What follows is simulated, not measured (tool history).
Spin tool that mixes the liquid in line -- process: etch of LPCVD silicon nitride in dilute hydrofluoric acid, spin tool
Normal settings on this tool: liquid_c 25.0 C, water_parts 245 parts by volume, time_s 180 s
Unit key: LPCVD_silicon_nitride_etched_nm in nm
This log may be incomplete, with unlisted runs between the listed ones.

run,hour,liquid_c,water_parts,time_s,wafers since the last listed run,hours since the thermometer was replaced,hours since the hydrofluoric acid flow meter was replaced,hours since the gauge calibration,"read-back film thickness of the LPCVD silicon nitride reference wafer, read on the same gauge (nm)",LPCVD_silicon_nitride_etched_nm
1,0.0,25.0,245,180,0,598.4,562.1,53.8,90.002,0.405
2,30.9,25.0,245,145,141,629.3,593.0,84.7,90.010,0.344
3,44.4,25.0,245,145,61,642.8,606.5,98.2,90.010,0.355
4,70.0,25.0,245,180,117,668.4,632.1,123.8,89.996,0.459
5,101.4,25.0,205,180,143,699.8,663.5,155.2,90.010,0.468
6,114.9,25.0,205,180,61,713.3,677.0,168.7,89.986,0.503
7,149.6,25.0,205,180,158,748.0,711.7,203.4,89.998,0.504
8,169.9,25.0,245,180,92,768.3,732.0,223.7,89.997,0.422
# hour 171.6: gauge calibrated
9,184.2,22.5,315,180,65,782.6,746.3,12.6,89.992,0.271
10,205.1,26.5,285,180,95,803.5,767.2,33.5,90.010,0.402
# hour 217.6: hydrofluoric acid flow meter replaced
11,223.6,25.0,245,180,80,822.0,6.0,52.0,89.981,0.405
12,245.1,28.5,285,180,98,843.5,27.5,73.5,89.988,0.431
13,278.3,26.5,285,180,152,876.7,60.7,106.7,90.014,0.406
14,303.0,25.0,245,180,113,901.4,85.4,131.4,89.996,0.404
# hour 318.7: thermometer replaced
15,329.2,25.0,245,180,115,10.5,111.6,157.6,90.010,0.410
16,357.1,22.0,200,70,127,38.4,139.5,185.5,90.011,0.162
17,380.8,25.0,325,135,108,62.1,163.2,209.2,90.013,0.239
18,404.5,28.0,245,240,108,85.8,186.9,232.9,89.999,0.662

Run-by-run hidden state of the tool:
liquid colder than its thermometer reads (K): 0 on each run
hydrofluoric acid flow above the setpoint (%): 0 on each run
gauge reads high (%): 0 on each run
